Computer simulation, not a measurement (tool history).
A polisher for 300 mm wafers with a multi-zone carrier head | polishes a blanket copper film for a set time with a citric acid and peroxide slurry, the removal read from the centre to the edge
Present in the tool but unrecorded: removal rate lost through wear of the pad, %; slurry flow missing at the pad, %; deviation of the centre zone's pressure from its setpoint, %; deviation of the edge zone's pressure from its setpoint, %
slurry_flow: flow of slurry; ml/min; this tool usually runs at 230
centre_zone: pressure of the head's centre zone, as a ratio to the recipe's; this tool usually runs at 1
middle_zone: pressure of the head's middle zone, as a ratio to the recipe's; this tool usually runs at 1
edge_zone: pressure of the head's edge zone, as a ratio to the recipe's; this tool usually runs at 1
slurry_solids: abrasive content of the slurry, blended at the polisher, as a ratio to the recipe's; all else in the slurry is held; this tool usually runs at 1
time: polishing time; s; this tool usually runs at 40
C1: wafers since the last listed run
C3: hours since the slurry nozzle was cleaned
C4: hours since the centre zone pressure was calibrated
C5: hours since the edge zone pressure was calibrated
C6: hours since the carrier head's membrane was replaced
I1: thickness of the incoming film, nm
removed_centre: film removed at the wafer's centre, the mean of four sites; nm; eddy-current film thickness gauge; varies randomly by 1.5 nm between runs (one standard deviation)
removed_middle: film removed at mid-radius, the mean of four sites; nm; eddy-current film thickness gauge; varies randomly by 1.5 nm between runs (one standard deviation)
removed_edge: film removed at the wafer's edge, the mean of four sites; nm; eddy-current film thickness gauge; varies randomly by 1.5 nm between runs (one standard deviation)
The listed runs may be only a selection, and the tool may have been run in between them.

{"run": 1, "hour": 0.0, "slurry_flow": 230, "centre_zone": 1, "middle_zone": 1, "edge_zone": 1, "slurry_solids": 1, "time": 40, "C1": 0, "wafers polished on this pad": 40, "C3": 378.2, "C4": 337.7, "C5": 920.4, "C6": 1026.7, "I1": 1212.1, "removed_centre": 123.5, "removed_middle": 123.1, "removed_edge": 125}
{"run": 2, "hour": 29.5, "slurry_flow": 230, "centre_zone": 1, "middle_zone": 1, "edge_zone": 1, "slurry_solids": 1, "time": 40, "C1": 253, "wafers polished on this pad": 293, "C3": 407.7, "C4": 367.2, "C5": 949.9, "C6": 1056.2, "I1": 1223.5, "removed_centre": 125.7, "removed_middle": 121.8, "removed_edge": 120.5}
{"run": 3, "hour": 55.0, "slurry_flow": 195, "centre_zone": 0.88, "middle_zone": 0.95, "edge_zone": 0.91, "slurry_solids": 1, "time": 40, "C1": 218, "wafers polished on this pad": 512, "C3": 433.2, "C4": 392.7, "C5": 975.4, "C6": 1081.7, "I1": 1222.6, "removed_centre": 105, "removed_middle": 110, "removed_edge": 112.6}
{"run": 4, "hour": 79.7, "slurry_flow": 230, "centre_zone": 1, "middle_zone": 1.1, "edge_zone": 1, "slurry_solids": 0.9, "time": 40, "C1": 212, "wafers polished on this pad": 724, "C3": 457.9, "C4": 417.4, "C5": 1000.1, "C6": 1106.4, "I1": 1238.1, "removed_centre": 115.9, "removed_middle": 125.6, "removed_edge": 115.3}
{"hour": 86.4, "done": "slurry nozzle cleaned"}
{"run": 5, "hour": 93.7, "slurry_flow": 230, "centre_zone": 1, "middle_zone": 1, "edge_zone": 1, "slurry_solids": 1, "time": 40, "C1": 111, "wafers polished on this pad": 836, "C3": 7.3, "C4": 431.4, "C5": 1014.1, "C6": 1120.4, "I1": 1228.3, "removed_centre": 121.5, "removed_middle": 114.9, "removed_edge": 115}
{"run": 6, "hour": 121.5, "slurry_flow": 230, "centre_zone": 1.05, "middle_zone": 1, "edge_zone": 1, "slurry_solids": 1, "time": 40, "C1": 238, "wafers polished on this pad": 1075, "C3": 35.1, "C4": 459.2, "C5": 1041.9, "C6": 1148.2, "I1": 1226.8, "removed_centre": 127.7, "removed_middle": 115.2, "removed_edge": 116.2}
{"run": 7, "hour": 151.9, "slurry_flow": 230, "centre_zone": 1, "middle_zone": 1, "edge_zone": 1, "slurry_solids": 1, "time": 40, "C1": 261, "wafers polished on this pad": 1336, "C3": 65.5, "C4": 489.6, "C5": 1072.3, "C6": 1178.6, "I1": 1210.6, "removed_centre": 118, "removed_middle": 116.1, "removed_edge": 114.9}
{"hour": 165.9, "done": "edge zone pressure recalibrated"}
{"run": 8, "hour": 181.7, "slurry_flow": 230, "centre_zone": 1, "middle_zone": 1, "edge_zone": 1, "slurry_solids": 1, "time": 40, "C1": 238, "wafers polished on this pad": 1575, "C3": 95.3, "C4": 519.4, "C5": 15.8, "C6": 1208.4, "I1": 1218, "removed_centre": 117.8, "removed_middle": 116, "removed_edge": 116.1}
{"hour": 201.4, "done": "carrier head's membrane replaced by a new one"}
{"run": 9, "hour": 201.9, "slurry_flow": 230, "centre_zone": 1, "middle_zone": 1.12, "edge_zone": 1, "slurry_solids": 1, "time": 40, "C1": 130, "wafers polished on this pad": 1705, "C3": 115.5, "C4": 539.6, "C5": 36, "C6": 0.5, "I1": 1234, "removed_centre": 116.3, "removed_middle": 125.8, "removed_edge": 117.9}
{"run": 10, "hour": 218.0, "slurry_flow": 230, "centre_zone": 1, "middle_zone": 1.07, "edge_zone": 1, "slurry_solids": 0.85, "time": 40, "C1": 138, "wafers polished on this pad": 1843, "C3": 131.6, "C4": 555.7, "C5": 52.1, "C6": 16.6, "I1": 1224.7, "removed_centre": 111.2, "removed_middle": 118.7, "removed_edge": 109.4}
{"hour": 226.4, "done": "worn pad replaced by a new one"}
{"run": 11, "hour": 231.2, "slurry_flow": 230, "centre_zone": 1, "middle_zone": 1, "edge_zone": 1, "slurry_solids": 0.75, "time": 40, "C1": 79, "wafers polished on this pad": 40, "C3": 144.8, "C4": 568.9, "C5": 65.3, "C6": 29.8, "I1": 1224.7, "removed_centre": 114.6, "removed_middle": 113.5, "removed_edge": 115}
{"run": 12, "hour": 263.6, "slurry_flow": 305, "centre_zone": 1, "middle_zone": 1, "edge_zone": 0.94, "slurry_solids": 1, "time": 40, "C1": 278, "wafers polished on this pad": 319, "C3": 177.2, "C4": 601.3, "C5": 97.7, "C6": 62.2, "I1": 1245.2, "removed_centre": 126.8, "removed_middle": 122.5, "removed_edge": 117.8}
{"run": 13, "hour": 285.1, "slurry_flow": 230, "centre_zone": 1, "middle_zone": 1, "edge_zone": 1, "slurry_solids": 1, "time": 40, "C1": 184, "wafers polished on this pad": 503, "C3": 198.7, "C4": 622.8, "C5": 119.2, "C6": 83.7, "I1": 1222.9, "removed_centre": 121.2, "removed_middle": 116.9, "removed_edge": 118.2}
{"run": 14, "hour": 316.5, "slurry_flow": 230, "centre_zone": 1, "middle_zone": 1, "edge_zone": 0.94, "slurry_solids": 1.15, "time": 40, "C1": 269, "wafers polished on this pad": 773, "C3": 230.1, "C4": 654.2, "C5": 150.6, "C6": 115.1, "I1": 1229.2, "removed_centre": 123.4, "removed_middle": 124.3, "removed_edge": 116.9}
{"hour": 343.2, "done": "centre zone pressure recalibrated"}
{"run": 15, "hour": 358.3, "slurry_flow": 230, "centre_zone": 1.05, "middle_zone": 1, "edge_zone": 0.92, "slurry_solids": 1.1, "time": 40, "C1": 341, "wafers polished on this pad": 1115, "C3": 271.9, "C4": 15.1, "C5": 192.4, "C6": 156.9, "I1": 1221, "removed_centre": 126, "removed_middle": 119, "removed_edge": 113.8}
{"hour": 456.1, "done": "worn pad replaced by a new one"}
{"run": 16, "hour": 464.8, "slurry_flow": 230, "centre_zone": 1, "middle_zone": 1, "edge_zone": 1, "slurry_solids": 1, "time": 40, "C1": 880, "wafers polished on this pad": 74, "C3": 378.4, "C4": 121.6, "C5": 298.9, "C6": 263.4, "I1": 1227, "removed_centre": 127.1, "removed_middle": 123.5, "removed_edge": 122.7}
{"run": 17, "hour": 477.3, "slurry_flow": 305, "centre_zone": 1, "middle_zone": 1.04, "edge_zone": 1, "slurry_solids": 1, "time": 31, "C1": 107, "wafers polished on this pad": 181, "C3": 390.9, "C4": 134.1, "C5": 311.4, "C6": 275.9, "I1": 1233.4, "removed_centre": 100.2, "removed_middle": 100.4, "removed_edge": 95.1}
{"run": 18, "hour": 497.4, "slurry_flow": 230, "centre_zone": 1, "middle_zone": 1, "edge_zone": 1, "slurry_solids": 1, "time": 40, "C1": 172, "wafers polished on this pad": 354, "C3": 411, "C4": 154.2, "C5": 331.5, "C6": 296, "I1": 1229.4, "removed_centre": 121, "removed_middle": 120.5, "removed_edge": 121.1}
{"run": 19, "hour": 516.0, "slurry_flow": 190, "centre_zone": 1, "middle_zone": 1, "edge_zone": 1.11, "slurry_solids": 1, "time": 40, "C1": 159, "wafers polished on this pad": 514, "C3": 429.6, "C4": 172.8, "C5": 350.1, "C6": 314.6, "I1": 1222.9, "removed_centre": 117.8, "removed_middle": 117.5, "removed_edge": 121}
{"run": 20, "hour": 531.5, "slurry_flow": 230, "centre_zone": 1, "middle_zone": 1, "edge_zone": 1, "slurry_solids": 1, "time": 40, "C1": 133, "wafers polished on this pad": 647, "C3": 445.1, "C4": 188.3, "C5": 365.6, "C6": 330.1, "I1": 1219.2, "removed_centre": 117.3, "removed_middle": 117.1, "removed_edge": 115.7}
{"run": 21, "hour": 554.8, "slurry_flow": 305, "centre_zone": 1, "middle_zone": 0.96, "edge_zone": 1.11, "slurry_solids": 1.1, "time": 40, "C1": 200, "wafers polished on this pad": 847, "C3": 468.4, "C4": 211.6, "C5": 388.9, "C6": 353.4, "I1": 1226.4, "removed_centre": 125.9, "removed_middle": 122.9, "removed_edge": 129.5}
{"run": 22, "hour": 583.5, "slurry_flow": 230, "centre_zone": 1, "middle_zone": 1, "edge_zone": 1, "slurry_solids": 1, "time": 40, "C1": 246, "wafers polished on this pad": 1093, "C3": 497.1, "C4": 240.3, "C5": 417.6, "C6": 382.1, "I1": 1240.5, "removed_centre": 118.5, "removed_middle": 117.1, "removed_edge": 116.4}

Hidden state or all else? Some run-to-run changes of removed_centre, split into what the settings, what came in and random variation would give without the hidden state, and what is left for the hidden state (with any gauge scatter that isn't in both results):
Run 10 -> 11: middle_zone 1.07 -> 1, slurry_solids 0.85 -> 0.75, worn pad replaced by a new one. removed_centre +3.4 nm: hidden state +8.6, all else -5.2.
Run 15 -> 16: centre_zone 1.05 -> 1, edge_zone 0.92 -> 1, slurry_solids 1.1 -> 1, worn pad replaced by a new one. removed_centre +1.1 nm: hidden state +8.2, all else -7.1.
Run 16 -> 17: slurry_flow 230 -> 305, middle_zone 1 -> 1.04, time 40 -> 31. removed_centre -26.9 nm: hidden state -0.7, all else -26.2.
Run 17 -> 18: slurry_flow 305 -> 230, middle_zone 1.04 -> 1, time 31 -> 40. removed_centre +20.8 nm: hidden state -2.6, all else +23.4.
